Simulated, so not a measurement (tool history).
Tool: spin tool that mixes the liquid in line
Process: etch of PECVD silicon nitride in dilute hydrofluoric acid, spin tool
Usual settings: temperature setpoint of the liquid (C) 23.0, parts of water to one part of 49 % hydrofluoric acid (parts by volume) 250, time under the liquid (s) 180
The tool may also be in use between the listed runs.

run,hour,temperature setpoint of the liquid (C),parts of water to one part of 49 % hydrofluoric acid (parts by volume),time under the liquid (s),"read-back film thickness of the PECVD silicon nitride reference wafer, read on the same gauge (nm)",thickness taken off the PECVD silicon nitride on a monitor wafer (angstrom)
1,0.0,23.0,250,100,119.981,19.39
2,62.4,23.0,250,100,119.976,19.47
3,99.7,23.0,250,180,119.991,34.67
4,135.8,23.0,250,180,120.004,34.73
5,167.1,23.0,250,180,120.007,35.15
6,229.3,23.0,250,180,120.008,34.78
7,283.1,23.0,250,180,120.009,34.76
8,345.4,23.0,250,180,120.014,35.11
9,413.1,23.0,250,180,119.998,34.54
# hour 433.7: gauge calibrated
10,459.8,23.0,250,180,120.021,34.84
11,513.6,23.0,250,180,119.952,34.84
12,567.5,26.0,250,180,120.012,41.72
13,634.8,23.0,180,270,119.972,71.48
14,687.4,18.5,250,130,119.987,18.60
15,737.7,23.0,180,270,120.018,71.49
16,767.2,18.5,250,180,120.028,26.25
# hour 775.5: thermometer replaced
# hour 780.0: hydrofluoric acid flow meter replaced
17,811.5,21.0,295,230,120.005,33.27
18,877.8,23.0,175,130,120.023,35.31

Run 19 comes next. What will it give?
19,913.0,23.0,250,180,?,?

{"run 19": {"read-back film thickness of the PECVD silicon nitride reference wafer, read on the same gauge (nm)": 120.016, "thickness taken off the PECVD silicon nitride on a monitor wafer (angstrom)": 34.68}}
Without the tool's hidden state the same run would have given thickness taken off the PECVD silicon nitride on a monitor wafer (angstrom) 34.68.
